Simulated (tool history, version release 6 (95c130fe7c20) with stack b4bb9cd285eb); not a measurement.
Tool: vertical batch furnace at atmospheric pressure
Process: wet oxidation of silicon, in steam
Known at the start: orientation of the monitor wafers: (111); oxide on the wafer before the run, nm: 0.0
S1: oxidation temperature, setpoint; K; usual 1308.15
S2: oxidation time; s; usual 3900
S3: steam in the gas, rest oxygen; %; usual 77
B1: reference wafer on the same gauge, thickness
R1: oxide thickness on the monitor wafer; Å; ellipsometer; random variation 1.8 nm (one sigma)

run    hour       S1    S2  S3      B1      R1
  1       0  1319.15  3900  77  527.66  5256.1
  2   102.2  1308.15  4440  85  527.89  5697.5
  3   165.7  1308.15  4440  85  528.08  5701.2
  4   265.6  1308.15  4440  85  528.11  5663.7
  5   338.1  1308.15  5160  77  527.95    5856
  6   443.2  1308.15  5160  77  527.95  5898.6
  7   530.9  1308.15  3900  77  528.02  5000.6
  8   572.4  1308.15  3900  77   528.1  4989.6
      597.5  -- steam generator serviced
      611.1  -- gauge calibrated
  9   616.4  1308.15  3900  77  527.84  4981.5
 10     683  1308.15  2970  77  528.16    4246
      714.6  -- thermocouples replaced and temperature profile calibrated
 11   745.4  1308.15  3900  69  528.43    4670
 12   798.2  1315.15  3120  69  528.44  4239.1
 13   863.4  1328.15  5820  68  528.19  6346.4
 14   910.8  1308.15  5160  77  528.03  5909.1
 15   977.2  1308.15  3900  77  528.12  5004.7
 16  1025.2  1283.15  5580  77  528.04  5482.4
 17  1130.3  1298.15  3900  77  527.97    4758
 18  1181.2  1289.15  2970  71  527.96  3666.4
 19    1256  1308.15  4470  77  528.05  5390.3

Forecast each of these 5 alternatives for the next run:
  A  1261.2  1308.15  3900  86   ?   ?
  B  1261.2  1317.15  3270  71   ?   ?
  C  1261.2  1291.15  2040  68   ?   ?
  D  1261.2  1299.15  5010  77   ?   ?
  E  1261.2  1308.15  2940  70   ?   ?

run      B1      R1
  A  528.28  5323.3
  B  528.28    4481
  C  528.28  2847.4
  D  528.28  5539.5
  E  528.28  3996.1
Without the tool's hidden state the same runs would have given:
run      R1
  A  5323.3
  B    4481
  C  2847.4
  D  5539.5
  E  3996.1
